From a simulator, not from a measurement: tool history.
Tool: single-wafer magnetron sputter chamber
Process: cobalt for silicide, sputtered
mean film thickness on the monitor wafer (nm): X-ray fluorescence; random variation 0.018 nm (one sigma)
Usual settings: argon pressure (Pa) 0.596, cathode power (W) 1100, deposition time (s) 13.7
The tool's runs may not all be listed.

run,hour,argon pressure (Pa),cathode power (W),deposition time (s),wafers since the last listed run,wafers on the sputter target,hours since the last manometer calibration,hours since the magnet pack was replaced,hours since the gauge calibration,"read-back reference wafer on the same gauge, thickness_nm",mean film thickness on the monitor wafer (nm)
1,0,0.596,1100,13.7,0,2600,2681.3,8068.5,696.4,8.566,7.348
2,23,0.596,1100,13.7,511,3112,2704.3,8091.5,719.4,8.574,7.355
3,47.5,0.596,950,13.7,544,3656,2728.8,8116,743.9,8.574,6.706
4,60.5,0.596,950,13.7,288,3945,2741.8,8129,756.9,8.558,6.705
5,85.3,0.596,950,13.7,551,4497,2766.6,8153.8,781.7,8.56,6.681
6,112.3,0.596,1100,13.7,600,5097,2793.6,8180.8,808.7,8.569,7.334
# hour 130: sputter target and shields replaced
7,139.4,0.596,1100,13.7,424,209,2820.7,8207.9,835.8,8.582,7.412
8,165.1,0.596,1100,13.7,571,780,2846.4,8233.6,861.5,8.575,7.378
# hour 179.5: gauge calibrated
9,181.4,0.596,1100,11.7,362,1142,2862.7,8249.9,1.9,8.564,6.298
10,209.1,0.689,1100,12.6,615,1758,2890.4,8277.6,29.6,8.573,6.659
11,230.7,0.596,1100,13.7,480,2238,2912,8299.2,51.2,8.579,7.37
12,266.3,0.596,1100,13.7,791,3030,2947.6,8334.8,86.8,8.572,7.338
13,279.6,0.596,1100,13.7,295,3325,2960.9,8348.1,100.1,8.568,7.328
# hour 293.5: magnet pack replaced
14,312.7,0.652,1100,13.7,557,3883,2994,19.2,133.2,8.58,7.251
15,328.9,0.367,1250,11,360,4244,3010.2,35.4,149.4,8.573,6.725
16,341.4,0.596,1000,13.7,277,4521,3022.7,47.9,161.9,8.56,6.86
# hour 354.3: capacitance manometer re-zeroed and calibrated
17,358.7,0.405,1350,13.7,206,4728,4.4,65.2,179.2,8.576,8.744
# hour 377.8: sputter target and shields replaced
18,442.5,0.596,1100,13.7,1685,1438,88.2,149,263,8.566,7.368
19,486.4,0.475,1250,16.3,975,2414,132.1,192.9,306.9,8.564,9.794
20,509.8,0.526,1000,12.2,520,2934,155.5,216.3,330.3,8.575,6.252
21,527,0.698,1100,13.7,382,3317,172.7,233.5,347.5,8.568,7.193
22,553.9,0.596,850,11.8,598,3915,199.6,260.4,374.4,8.571,5.397
23,580.3,0.801,1350,15.9,586,4502,226,286.8,400.8,8.57,9.449
24,598.8,0.488,1000,15.6,411,4913,244.5,305.3,419.3,8.565,8.016
25,619.9,0.596,1300,16.4,469,5382,265.6,326.4,440.4,8.563,9.837
# hour 632.1: sputter target and shields replaced
26,646,0.808,1000,13.7,402,309,291.7,352.5,466.5,8.58,6.684
27,663.5,0.596,1100,13.7,389,698,309.2,370,484,8.57,7.391
28,690.9,0.41,1000,12.5,609,1307,336.6,397.4,511.4,8.571,6.574
29,715.3,0.679,1100,13.7,542,1849,361,421.8,535.8,8.567,7.224
30,742.9,0.801,1350,15.9,613,2463,388.6,449.4,563.4,8.575,9.382
31,767.2,0.818,1100,13.7,540,3003,412.9,473.7,587.7,8.573,7.009
32,783,0.525,850,16,351,3354,428.7,489.5,603.5,8.576,7.421
33,796.4,0.596,900,14.8,297,3652,442.1,502.9,616.9,8.574,7.012
34,817.3,0.709,1000,16.2,464,4117,463,523.8,637.8,8.573,7.971
35,837.4,0.458,950,13.7,446,4564,483.1,543.9,657.9,8.558,6.843

Consider 4 possible next runs. They are alternatives, not a sequence: every one starts from the tool as it was left by run 35. What does each give?
A,837.8,0.387,1100,13.7,8,4573,483.5,544.3,658.3,?,?
B,837.8,0.833,900,12.1,8,4573,483.5,544.3,658.3,?,?
C,837.8,0.696,900,15.5,8,4573,483.5,544.3,658.3,?,?
D,837.8,0.41,1100,13.7,8,4573,483.5,544.3,658.3,?,?

run,"read-back reference wafer on the same gauge, thickness_nm",mean film thickness on the monitor wafer (nm)
A,8.56,7.657
B,8.56,5.442
C,8.56,7.166
D,8.56,7.621
Stripped of hidden state, with their random variation kept, the same runs would have yielded:
run,mean film thickness on the monitor wafer (nm)
A,7.809
B,5.55
C,7.309
D,7.772
